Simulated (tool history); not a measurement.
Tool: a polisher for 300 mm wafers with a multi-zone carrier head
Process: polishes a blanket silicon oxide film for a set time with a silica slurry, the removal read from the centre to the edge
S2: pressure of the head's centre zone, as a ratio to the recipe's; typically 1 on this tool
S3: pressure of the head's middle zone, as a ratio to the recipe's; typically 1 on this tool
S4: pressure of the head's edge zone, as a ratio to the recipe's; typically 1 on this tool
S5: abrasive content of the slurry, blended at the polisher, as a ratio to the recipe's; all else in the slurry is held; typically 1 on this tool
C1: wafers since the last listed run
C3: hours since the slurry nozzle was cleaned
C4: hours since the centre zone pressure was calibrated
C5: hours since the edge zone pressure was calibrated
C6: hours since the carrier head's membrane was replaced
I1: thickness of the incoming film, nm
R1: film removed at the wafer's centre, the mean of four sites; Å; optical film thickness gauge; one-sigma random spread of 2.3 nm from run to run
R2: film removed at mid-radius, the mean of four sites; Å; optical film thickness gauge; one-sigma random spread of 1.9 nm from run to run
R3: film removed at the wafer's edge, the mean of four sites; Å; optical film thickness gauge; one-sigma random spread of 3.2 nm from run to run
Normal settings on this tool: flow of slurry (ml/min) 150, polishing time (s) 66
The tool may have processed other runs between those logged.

Run 1, hour 0: usual settings; C1 0; wafers polished on this pad 86; C3 886.3; C4 876.5; C5 725.7; C6 1315.1; I1 881.6. Result: R1 2370 Å, R2 2279 Å, R3 2309 Å.
At hour 50.3: slurry nozzle cleaned.
Run 2, hour 66.5: usual settings; C1 540; wafers polished on this pad 627; C3 16.2; C4 943; C5 792.2; C6 1381.6; I1 887.2. Result: R1 2350 Å, R2 2319 Å, R3 2288 Å.
Run 3, hour 113.4: usual settings but S3 1.08; C1 387; wafers polished on this pad 1014; C3 63.1; C4 989.9; C5 839.1; C6 1428.5; I1 900.5. Result: R1 2319 Å, R2 2430 Å, R3 2278 Å.
Run 4, hour 181.5: usual settings but S3 1.08; C1 562; wafers polished on this pad 1576; C3 131.2; C4 1058; C5 907.2; C6 1496.6; I1 888.2. Result: R1 2309 Å, R2 2356 Å, R3 2205 Å.
Run 5, hour 242.8: usual settings but S2 1.06, S3 1.1; C1 506; wafers polished on this pad 2083; C3 192.5; C4 1119.3; C5 968.5; C6 1557.9; I1 888.2. Result: R1 2386 Å, R2 2324 Å, R3 2204 Å.
Run 6, hour 297.6: usual settings; C1 452; wafers polished on this pad 2535; C3 247.3; C4 1174.1; C5 1023.3; C6 1612.7; I1 907.4. Result: R1 2211 Å, R2 2134 Å, R3 2117 Å.
Run 7, hour 328.1: usual settings but S2 0.96; C1 251; wafers polished on this pad 2787; C3 277.8; C4 1204.6; C5 1053.8; C6 1643.2; I1 900. Result: R1 2043 Å, R2 2085 Å, R3 2138 Å.
At hour 342.7: worn pad replaced by a new one.
Run 8, hour 360.3: usual settings but S5 1.2, polishing time (s) 43; C1 232; wafers polished on this pad 145; C3 310; C4 1236.8; C5 1086; C6 1675.4; I1 891.7. Result: R1 1649 Å, R2 1571 Å, R3 1591 Å.
Run 9, hour 397.3: usual settings but S4 0.9, polishing time (s) 58; C1 305; wafers polished on this pad 450; C3 347; C4 1273.8; C5 1123; C6 1712.4; I1 885.4. Result: R1 2071 Å, R2 1981 Å, R3 1934 Å.
At hour 415.3: carrier head's membrane replaced by a new one.
Run 10, hour 457.1: usual settings but S5 0.85; C1 452; wafers polished on this pad 903; C3 406.8; C4 1333.6; C5 1182.8; C6 41.8; I1 903.7. Result: R1 2183 Å, R2 2134 Å, R3 2232 Å.
Run 11, hour 492.9: usual settings but S5 1.1; C1 295; wafers polished on this pad 1198; C3 442.6; C4 1369.4; C5 1218.6; C6 77.6; I1 887.9. Result: R1 2375 Å, R2 2278 Å, R3 2318 Å.
Run 12, hour 522.7: usual settings but S4 0.9, polishing time (s) 58; C1 246; wafers polished on this pad 1444; C3 472.4; C4 1399.2; C5 1248.4; C6 107.4; I1 881.4. Result: R1 2036 Å, R2 1915 Å, R3 1854 Å.
Run 13, hour 589: usual settings; C1 547; wafers polished on this pad 1992; C3 538.7; C4 1465.5; C5 1314.7; C6 173.7; I1 897.9. Result: R1 2236 Å, R2 2179 Å, R3 2207 Å.
At hour 628: centre zone pressure recalibrated.
At hour 630: edge zone pressure recalibrated.
At hour 643.6: worn pad replaced by a new one.
Run 14, hour 654.6: usual settings; C1 475; wafers polished on this pad 90; C3 604.3; C4 26.6; C5 24.6; C6 239.3; I1 888.1. Result: R1 2353 Å, R2 2244 Å, R3 2367 Å.
Run 15, hour 695.4: usual settings but polishing time (s) 79; C1 336; wafers polished on this pad 427; C3 645.1; C4 67.4; C5 65.4; C6 280.1; I1 874.2. Result: R1 2836 Å, R2 2680 Å, R3 2737 Å.
Run 16, hour 748.8: usual settings but flow of slurry (ml/min) 180, S3 0.91; C1 440; wafers polished on this pad 868; C3 698.5; C4 120.8; C5 118.8; C6 333.5; I1 893.7. Result: R1 2370 Å, R2 2115 Å, R3 2294 Å.
Run 17, hour 915.8: usual settings but S5 1.1, polishing time (s) 86; C1 1378; wafers polished on this pad 2247; C3 865.5; C4 287.8; C5 285.8; C6 500.5; I1 893.2. Result: R1 2975 Å, R2 2889 Å, R3 2888 Å.
At hour 979.1: worn pad replaced by a new one.
At hour 981.6: slurry nozzle cleaned.
Run 18, hour 982.1: usual settings but S2 0.94, S3 0.95; C1 506; wafers polished on this pad 16; C3 0.5; C4 354.1; C5 352.1; C6 566.8; I1 892.3. Result: R1 2228 Å, R2 2172 Å, R3 2333 Å.
Run 19, hour 1011.2: usual settings but flow of slurry (ml/min) 180; C1 240; wafers polished on this pad 256; C3 29.6; C4 383.2; C5 381.2; C6 595.9; I1 901.2. Result: R1 2458 Å, R2 2319 Å, R3 2395 Å.
Run 20, hour 1052.6: usual settings; C1 341; wafers polished on this pad 598; C3 71; C4 424.6; C5 422.6; C6 637.3; I1 884.7. Result: R1 2369 Å, R2 2270 Å, R3 2292 Å.
Run 21, hour 1094.9: usual settings; C1 349; wafers polished on this pad 948; C3 113.3; C4 466.9; C5 464.9; C6 679.6; I1 907.9. Result: R1 2346 Å, R2 2261 Å, R3 2303 Å.
Run 22, hour 1146.5: usual settings but S3 1.04, polishing time (s) 75; C1 426; wafers polished on this pad 1374; C3 164.9; C4 518.5; C5 516.5; C6 731.2; I1 883.1. Result: R1 2564 Å, R2 2653 Å, R3 2559 Å.

Branching from run 22: 3 alternative next runs. What would each branch give?
Run A, hour 1146.9: usual settings but S5 1.25; C1 3; wafers polished on this pad 1377; C3 165.3; C4 518.9; C5 516.9; C6 731.6; I1 878.4. Result: R1 ?, R2 ?, R3 ?.
Run B, hour 1146.9: usual settings but flow of slurry (ml/min) 130, S4 0.91; C1 3; wafers polished on this pad 1377; C3 165.3; C4 518.9; C5 516.9; C6 731.6; I1 878.4. Result: R1 ?, R2 ?, R3 ?.
Run C, hour 1146.9: usual settings but S3 1.11, S4 0.91, S5 0.85, polishing time (s) 51; C1 3; wafers polished on this pad 1377; C3 165.3; C4 518.9; C5 516.9; C6 731.6; I1 878.4. Result: R1 ?, R2 ?, R3 ?.

run    R1    R2    R3
  A  2516  2386  2406
  B  2272  2161  2099
  C  1707  1765  1558
Without the tool's unlogged condition, the same runs would have read:
run    R1    R2    R3
  A  2579  2446  2466
  B  2329  2216  2151
  C  1750  1809  1597

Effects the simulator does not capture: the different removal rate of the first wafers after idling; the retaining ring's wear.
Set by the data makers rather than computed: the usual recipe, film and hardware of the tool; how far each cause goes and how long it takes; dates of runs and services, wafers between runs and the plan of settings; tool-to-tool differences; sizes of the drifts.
